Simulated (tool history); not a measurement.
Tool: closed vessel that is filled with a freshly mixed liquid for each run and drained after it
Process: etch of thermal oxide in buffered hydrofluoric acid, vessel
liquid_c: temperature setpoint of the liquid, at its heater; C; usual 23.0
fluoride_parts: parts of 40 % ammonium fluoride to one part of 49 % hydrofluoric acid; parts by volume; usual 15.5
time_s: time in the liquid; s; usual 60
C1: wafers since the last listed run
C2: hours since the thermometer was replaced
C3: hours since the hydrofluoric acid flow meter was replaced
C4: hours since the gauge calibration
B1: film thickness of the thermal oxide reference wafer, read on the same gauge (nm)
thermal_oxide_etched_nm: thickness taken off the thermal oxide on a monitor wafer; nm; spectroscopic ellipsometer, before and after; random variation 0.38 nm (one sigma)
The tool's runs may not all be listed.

Run 1, day 0.000: usual settings but liquid_c 27.0 C, time_s 80 s; C1 0; C2 2260.7; C3 260.1; C4 283.8; B1 119.99. Result: thermal_oxide_etched_nm 80.73 nm.
Run 2, day 0.554: usual settings; C1 1400; C2 2274.0; C3 273.4; C4 297.1; B1 120.02. Result: thermal_oxide_etched_nm 49.14 nm.
Run 3, day 1.050: usual settings; C1 1253; C2 2285.9; C3 285.3; C4 309.0; B1 120.02. Result: thermal_oxide_etched_nm 48.00 nm.
Run 4, day 1.338: usual settings; C1 726; C2 2292.8; C3 292.2; C4 315.9; B1 120.04. Result: thermal_oxide_etched_nm 49.10 nm.
Run 5, day 1.954: usual settings but liquid_c 21.5 C, fluoride_parts 17.0 parts by volume; C1 1558; C2 2307.6; C3 307.0; C4 330.7; B1 120.04. Result: thermal_oxide_etched_nm 40.89 nm.
Run 6, day 2.275: usual settings but liquid_c 24.5 C, time_s 50 s; C1 810; C2 2315.3; C3 314.7; C4 338.4; B1 119.99. Result: thermal_oxide_etched_nm 43.64 nm.
Run 7, day 2.938: usual settings but liquid_c 24.5 C, time_s 50 s; C1 1674; C2 2331.2; C3 330.6; C4 354.3; B1 120.03. Result: thermal_oxide_etched_nm 43.64 nm.
Run 8, day 3.438: usual settings but liquid_c 24.5 C, time_s 50 s; C1 1263; C2 2343.2; C3 342.6; C4 366.3; B1 119.97. Result: thermal_oxide_etched_nm 44.63 nm.
Run 9, day 3.808: usual settings; C1 937; C2 2352.1; C3 351.5; C4 375.2; B1 120.00. Result: thermal_oxide_etched_nm 48.50 nm.
Run 10, day 5.992: usual settings but fluoride_parts 19.0 parts by volume; C1 5518; C2 2404.5; C3 403.9; C4 427.6; B1 119.97. Result: thermal_oxide_etched_nm 40.27 nm.
Run 11, day 6.479: usual settings but fluoride_parts 19.0 parts by volume; C1 1232; C2 2416.2; C3 415.6; C4 439.3; B1 119.96. Result: thermal_oxide_etched_nm 39.26 nm.
At day 6.992: thermometer replaced.
Run 12, day 7.012: usual settings but liquid_c 25.0 C, fluoride_parts 12.0 parts by volume; C1 1242; C2 0.5; C3 428.4; C4 452.1; B1 120.00. Result: thermal_oxide_etched_nm 76.66 nm.
Run 13, day 7.329: usual settings but liquid_c 25.0 C, fluoride_parts 12.0 parts by volume; C1 800; C2 8.1; C3 436.0; C4 459.7; B1 119.98. Result: thermal_oxide_etched_nm 76.60 nm.
Run 14, day 7.900: usual settings but liquid_c 25.0 C, fluoride_parts 12.0 parts by volume; C1 1442; C2 21.8; C3 449.7; C4 473.4; B1 120.00. Result: thermal_oxide_etched_nm 77.06 nm.
At day 8.188: hydrofluoric acid flow meter replaced.
Run 15, day 8.638: usual settings; C1 1758; C2 39.5; C3 10.8; C4 491.1; B1 120.00. Result: thermal_oxide_etched_nm 52.26 nm.
Run 16, day 9.350: usual settings; C1 1800; C2 56.6; C3 27.9; C4 508.2; B1 120.01. Result: thermal_oxide_etched_nm 53.45 nm.
Run 17, day 9.846: usual settings but liquid_c 18.5 C, time_s 85 s; C1 1253; C2 68.5; C3 39.8; C4 520.1; B1 120.03. Result: thermal_oxide_etched_nm 58.14 nm.
Run 18, day 10.517: usual settings but fluoride_parts 13.5 parts by volume; C1 1695; C2 84.6; C3 55.9; C4 536.2; B1 120.00. Result: thermal_oxide_etched_nm 60.63 nm.
Run 19, day 11.196: usual settings but liquid_c 24.5 C, fluoride_parts 11.0 parts by volume; C1 1716; C2 100.9; C3 72.2; C4 552.5; B1 120.03. Result: thermal_oxide_etched_nm 79.82 nm.
Run 20, day 11.562: usual settings but liquid_c 18.5 C, fluoride_parts 14.0 parts by volume, time_s 45 s; C1 926; C2 109.7; C3 81.0; C4 561.3; B1 120.02. Result: thermal_oxide_etched_nm 34.32 nm.
At day 11.758: thermometer replaced, repeated, since the last time left the tool worse.
At day 12.296: gauge calibrated.
Run 21, day 13.017: usual settings but liquid_c 19.5 C, time_s 35 s; C1 3569; C2 30.2; C3 115.9; C4 17.3; B1 120.00. Result: thermal_oxide_etched_nm 21.14 nm.
Run 22, day 13.650: usual settings; C1 1600; C2 45.4; C3 131.1; C4 32.5; B1 119.96. Result: thermal_oxide_etched_nm 44.13 nm.
Run 23, day 14.017: usual settings but fluoride_parts 19.5 parts by volume; C1 926; C2 54.2; C3 139.9; C4 41.3; B1 120.01. Result: thermal_oxide_etched_nm 35.53 nm.
Run 24, day 14.508: usual settings; C1 1242; C2 66.0; C3 151.7; C4 53.1; B1 119.98. Result: thermal_oxide_etched_nm 44.25 nm.
Run 25, day 14.942: usual settings but liquid_c 25.5 C, time_s 75 s; C1 1095; C2 76.4; C3 162.1; C4 63.5; B1 120.00. Result: thermal_oxide_etched_nm 65.00 nm.
Run 26, day 15.596: usual settings but time_s 85 s; C1 1653; C2 92.1; C3 177.8; C4 79.2; B1 119.97. Result: thermal_oxide_etched_nm 64.24 nm.
Run 27, day 15.950: usual settings but liquid_c 18.5 C, fluoride_parts 21.0 parts by volume; C1 895; C2 100.6; C3 186.3; C4 87.7; B1 120.02. Result: thermal_oxide_etched_nm 26.32 nm.
Run 28, day 18.033: usual settings but liquid_c 25.5 C, fluoride_parts 21.0 parts by volume, time_s 45 s; C1 5265; C2 150.6; C3 236.3; C4 137.7; B1 119.97. Result: thermal_oxide_etched_nm 28.73 nm.
Run 29, day 18.658: usual settings but liquid_c 19.0 C, fluoride_parts 13.0 parts by volume; C1 1579; C2 165.6; C3 251.3; C4 152.7; B1 120.00. Result: thermal_oxide_etched_nm 43.02 nm.
Run 30, day 19.129: usual settings but liquid_c 27.5 C, fluoride_parts 18.0 parts by volume, time_s 35 s; C1 1189; C2 176.9; C3 262.6; C4 164.0; B1 120.00. Result: thermal_oxide_etched_nm 29.14 nm.
Run 31, day 19.654: usual settings but liquid_c 20.5 C, fluoride_parts 14.0 parts by volume; C1 1326; C2 189.5; C3 275.2; C4 176.6; B1 119.99. Result: thermal_oxide_etched_nm 42.98 nm.
Run 32, day 20.188: usual settings; C1 1347; C2 202.3; C3 288.0; C4 189.4; B1 119.99. Result: thermal_oxide_etched_nm 45.02 nm.
Run 33, day 20.538: usual settings but fluoride_parts 17.5 parts by volume, time_s 45 s; C1 884; C2 210.7; C3 296.4; C4 197.8; B1 120.01. Result: thermal_oxide_etched_nm 29.69 nm.
Run 34, day 21.079: usual settings; C1 1368; C2 223.7; C3 309.4; C4 210.8; B1 120.00. Result: thermal_oxide_etched_nm 44.97 nm.

3 ways to go on from here, each from the tool as it stands after run 34. What would each give?
Run A, day 21.108: usual settings but fluoride_parts 10.0 parts by volume; C1 73; C2 224.4; C3 310.1; C4 211.5; B1 ?. Result: thermal_oxide_etched_nm ?.
Run B, day 21.108: usual settings but liquid_c 19.0 C, fluoride_parts 17.0 parts by volume, time_s 35 s; C1 73; C2 224.4; C3 310.1; C4 211.5; B1 ?. Result: thermal_oxide_etched_nm ?.
Run C, day 21.108: usual settings but liquid_c 25.0 C, fluoride_parts 18.0 parts by volume, time_s 95 s; C1 73; C2 224.4; C3 310.1; C4 211.5; B1 ?. Result: thermal_oxide_etched_nm ?.

run      B1  thermal_oxide_etched_nm
  A  119.99                    69.27
  B  119.99                    19.23
  C  119.99                    68.77
What these runs would have given with no unlogged condition in the tool:
run  thermal_oxide_etched_nm
  A                    68.63
  B                    19.05
  C                    68.14
